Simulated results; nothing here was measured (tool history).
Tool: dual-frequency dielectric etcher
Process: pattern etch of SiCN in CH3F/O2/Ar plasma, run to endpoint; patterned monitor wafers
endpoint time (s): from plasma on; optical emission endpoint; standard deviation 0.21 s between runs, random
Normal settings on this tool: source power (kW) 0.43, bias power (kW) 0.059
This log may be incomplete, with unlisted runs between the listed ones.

run     day  source power (kW)  bias power (kW)  incoming incoming film thickness, nm  endpoint time (s)
  1       0               0.43            0.063                                 10.68               29.3
  2   0.354               0.43            0.063                                  10.5               28.5
  3   0.962               0.43            0.059                                 10.66               29.8
  4   1.442               0.43            0.059                                 10.66               29.9
  5   1.712               0.43            0.055                                 10.54               29.9
  6   2.267               0.43            0.055                                 10.47               29.7
  7   2.654               0.43            0.059                                 10.54               29.5
  8   3.138               0.43            0.059                                 10.48               29.4
  9   3.633                0.5            0.069                                 10.62               26.7
      5.375  -- bias power generator calibrated
      6.196  -- upper electrode replaced
      6.696  -- wet clean of the chamber
 10   6.717               0.43            0.059                                 10.73               28.6
 11   6.729               0.43            0.059                                 10.39               27.9
 12   6.742               0.38            0.059                                 10.58               30.3
      6.996  -- source power generator calibrated
 13   7.179               0.34             0.07                                 10.64               29.8
 14   7.921               0.43            0.059                                  10.6               28.6
 15   8.533               0.34            0.066                                  10.6               30.9
 16     8.9               0.51            0.064                                 10.62               25.7
 17   9.246               0.39            0.044                                 10.57               32.6
 18   9.958               0.43            0.068                                 10.63               27.7
 19  10.692               0.49            0.059                                 10.48               26.9
 20  11.229               0.37            0.063                                 10.47               30.1
 21  11.779               0.53            0.071                                 10.67               25.1
 22  12.425               0.32            0.072                                 10.61               31.2
 23  12.842               0.48            0.073                                 10.62               25.8
 24  13.171               0.43            0.059                                 10.62               29.1
 25    13.7               0.36            0.054                                  10.6               32.1

5 options for the next run, each taken on its own from the tool as it stands now. Forecast them:
  A  13.717                0.5            0.059                                  10.6                  ?
  B  13.717               0.49            0.052                                  10.6                  ?
  C  13.717               0.46            0.044                                  10.6                  ?
  D  13.717               0.46             0.05                                  10.6                  ?
  E  13.717                0.4            0.059                                  10.6                  ?

run  endpoint time (s)
  A               27.3
  B               28.6
  C               30.8
  D               29.7
  E               30.1
Had the tool no hidden state, the same runs would have come out as:
run  endpoint time (s)
  A               26.8
  B               28.1
  C               30.3
  D               29.2
  E               29.6
